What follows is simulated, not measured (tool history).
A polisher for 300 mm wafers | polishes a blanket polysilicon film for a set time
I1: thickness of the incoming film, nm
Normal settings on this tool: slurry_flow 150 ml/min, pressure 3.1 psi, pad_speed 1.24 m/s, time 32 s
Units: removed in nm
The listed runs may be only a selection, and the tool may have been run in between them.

Run 1, hour 0.0: usual settings; I1 1015.5. Result: removed 351.7 nm.
Run 2, hour 8.0: usual settings; I1 1016.6. Result: removed 354.8 nm.
Run 3, hour 20.5: usual settings; I1 1029.7. Result: removed 355.4 nm.
Run 4, hour 32.6: usual settings; I1 1013.1. Result: removed 355.6 nm.
Run 5, hour 39.7: usual settings; I1 1027.7. Result: removed 356.6 nm.
Run 6, hour 51.7: usual settings; I1 1027.5. Result: removed 356.1 nm.
Run 7, hour 63.5: usual settings; I1 1016.2. Result: removed 356.7 nm.
Run 8, hour 75.5: usual settings; I1 1017.2. Result: removed 354.2 nm.
Run 9, hour 84.3: usual settings; I1 998.6. Result: removed 358.4 nm.
Run 10, hour 101.6: usual settings; I1 1021.1. Result: removed 349.6 nm.
Run 11, hour 117.6: usual settings; I1 1032.1. Result: removed 352.2 nm.
Run 12, hour 132.0: usual settings; I1 1010.4. Result: removed 359.4 nm.
Run 13, hour 138.9: usual settings but time 35 s; I1 1021.7. Result: removed 391.5 nm.
Run 14, hour 145.1: usual settings but slurry_flow 125 ml/min, pressure 3.8 psi; I1 1033.2. Result: removed 426.1 nm.
Run 15, hour 154.7: usual settings but pressure 3.7 psi, pad_speed 1.40 m/s, time 41 s; I1 1009.5. Result: removed 596.8 nm.
Run 16, hour 171.3: usual settings; I1 1012.1. Result: removed 357.3 nm.
Run 17, hour 182.2: usual settings but pad_speed 1.06 m/s; I1 1018.1. Result: removed 315.0 nm.
Run 18, hour 196.8: usual settings but pad_speed 0.92 m/s; I1 1027.5. Result: removed 280.6 nm.
Run 19, hour 205.7: usual settings but time 38 s; I1 1017.5. Result: removed 424.6 nm.
Run 20, hour 220.0: usual settings but slurry_flow 130 ml/min; I1 1011.7. Result: removed 345.6 nm.

Not shown: 4 entries that the log had between the listed runs. Between which runs, and how does the tool's hidden state differ before and after?
Logged between run 7 and run 8: worn pad replaced by a new one (hour 72.0)
  the hidden state is the same at both runs
Logged between run 10 and run 11: head pressure recalibrated (hour 117.1)
  the hidden state is the same at both runs
Logged between run 11 and run 12: slurry nozzle cleaned (hour 126.0)
  the hidden state is the same at both runs
Logged between run 19 and run 20: worn pad replaced by a new one (hour 219.5)
  the hidden state is the same at both runs
